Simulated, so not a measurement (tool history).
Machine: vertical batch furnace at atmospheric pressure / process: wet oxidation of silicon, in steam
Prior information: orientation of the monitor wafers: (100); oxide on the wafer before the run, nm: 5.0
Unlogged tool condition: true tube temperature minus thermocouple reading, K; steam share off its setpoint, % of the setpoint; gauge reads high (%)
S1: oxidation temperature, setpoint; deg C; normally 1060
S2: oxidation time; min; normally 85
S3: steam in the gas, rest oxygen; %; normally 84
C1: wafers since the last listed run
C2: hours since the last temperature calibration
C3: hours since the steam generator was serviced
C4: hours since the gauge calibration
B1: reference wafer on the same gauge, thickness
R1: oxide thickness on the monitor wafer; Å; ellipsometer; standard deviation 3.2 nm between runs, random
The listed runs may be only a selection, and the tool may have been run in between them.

run 1 hour=0 | S1=1060 S2=85 S3=84 | C1=0 C2=463.3 C3=1220.8 C4=970.1 | B1=648.54 | R1=6086.4
-- hour=17.3 gauge calibrated
run 2 hour=57.2 | S1=1060 S2=85 S3=80 | C1=674 C2=520.5 C3=1278 C4=39.9 | B1=649.7 | R1=5880.2
run 3 hour=92.5 | S1=1060 S2=85 S3=80 | C1=416 C2=555.8 C3=1313.3 C4=75.2 | B1=649.54 | R1=5861.3
run 4 hour=136 | S1=1045 S2=85 S3=84 | C1=513 C2=599.3 C3=1356.8 C4=118.7 | B1=650.24 | R1=5641.2
run 5 hour=191.1 | S1=1045 S2=85 S3=84 | C1=650 C2=654.4 C3=1411.9 C4=173.8 | B1=650.63 | R1=5602.4
run 6 hour=224.6 | S1=1045 S2=85 S3=84 | C1=395 C2=687.9 C3=1445.4 C4=207.3 | B1=649.2 | R1=5644.9
run 7 hour=268.6 | S1=1060 S2=118 S3=74 | C1=519 C2=731.9 C3=1489.4 C4=251.3 | B1=649.73 | R1=6814.7
run 8 hour=316.2 | S1=1060 S2=118 S3=74 | C1=561 C2=779.5 C3=1537 C4=298.9 | B1=650.89 | R1=6772.4
run 9 hour=483.9 | S1=1060 S2=118 S3=74 | C1=1978 C2=947.2 C3=1704.7 C4=466.6 | B1=649.2 | R1=6715.8
run 10 hour=548.8 | S1=1060 S2=61.5 S3=84 | C1=765 C2=1012.1 C3=1769.6 C4=531.5 | B1=650.29 | R1=4908.7
-- hour=627.7 steam generator serviced
run 11 hour=628.2 | S1=1060 S2=61.5 S3=84 | C1=653 C2=1091.5 C3=0.5 C4=610.9 | B1=650.92 | R1=5114.1
run 12 hour=661.8 | S1=1060 S2=55 S3=89 | C1=396 C2=1125.1 C3=34.1 C4=644.5 | B1=650.09 | R1=4944.4
run 13 hour=712.4 | S1=1060 S2=55 S3=89 | C1=596 C2=1175.7 C3=84.7 C4=695.1 | B1=648.81 | R1=4973.7
run 14 hour=765.1 | S1=1060 S2=85 S3=84 | C1=621 C2=1228.4 C3=137.4 C4=747.8 | B1=650.32 | R1=6193.4
run 15 hour=789.6 | S1=1060 S2=70.5 S3=79 | C1=289 C2=1252.9 C3=161.9 C4=772.3 | B1=650.05 | R1=5364.8
run 16 hour=850 | S1=1038 S2=85 S3=84 | C1=712 C2=1313.3 C3=222.3 C4=832.7 | B1=649.46 | R1=5522.2
run 17 hour=886.2 | S1=1083 S2=72.5 S3=76 | C1=427 C2=1349.5 C3=258.5 C4=868.9 | B1=649.55 | R1=5886
-- hour=922.8 gauge calibrated
run 18 hour=937 | S1=1045 S2=85 S3=84 | C1=599 C2=1400.3 C3=309.3 C4=14.2 | B1=651.05 | R1=5763.1
run 19 hour=989.9 | S1=1060 S2=105 S3=79 | C1=624 C2=1453.2 C3=362.2 C4=67.1 | B1=649.47 | R1=6760.5
run 20 hour=1022.2 | S1=1038 S2=109 S3=75 | C1=381 C2=1485.5 C3=394.5 C4=99.4 | B1=651.11 | R1=6017.4
-- hour=1158.3 thermocouples replaced and temperature profile calibrated
run 21 hour=1228 | S1=1060 S2=85 S3=80 | C1=2144 C2=69.7 C3=600.3 C4=305.2 | B1=650.69 | R1=5975.8
run 22 hour=1256.3 | S1=1060 S2=124 S3=84 | C1=333 C2=98 C3=628.6 C4=333.5 | B1=649.14 | R1=7573.9
run 23 hour=1284.7 | S1=1049 S2=118 S3=84 | C1=335 C2=126.4 C3=657 C4=361.9 | B1=651.1 | R1=7115.1
run 24 hour=1343.1 | S1=1060 S2=98.5 S3=87 | C1=688 C2=184.8 C3=715.4 C4=420.3 | B1=650.34 | R1=6893.2
run 25 hour=1409.4 | S1=1047 S2=124 S3=77 | C1=782 C2=251.1 C3=781.7 C4=486.6 | B1=649.46 | R1=6870.9
run 26 hour=1459.3 | S1=1060 S2=85 S3=84 | C1=588 C2=301 C3=831.6 C4=536.5 | B1=649.68 | R1=6136.3
run 27 hour=1523.1 | S1=1047 S2=85 S3=89 | C1=752 C2=364.8 C3=895.4 C4=600.3 | B1=649.91 | R1=5909.8

The same runs without the tool's hidden state, with the same run-to-run variation:
run=1 R1=6203.1
run=2 R1=6003.4
run=3 R1=5990.6
run=4 R1=5776.8
run=5 R1=5747.7
run=6 R1=5798.1
run=7 R1=7002.7
run=8 R1=6971.1
run=9 R1=6957.5
run=10 R1=5106.3
run=11 R1=5131.3
run=12 R1=4961.1
run=13 R1=4990.9
run=14 R1=6215.1
run=15 R1=5384.4
run=16 R1=5544.3
run=17 R1=5909.3
run=18 R1=5789
run=19 R1=6792.5
run=20 R1=6048.9
run=21 R1=6020.3
run=22 R1=7631.7
run=23 R1=7173.6
run=24 R1=6955.7
run=25 R1=6942
run=26 R1=6205.5
run=27 R1=5985.5
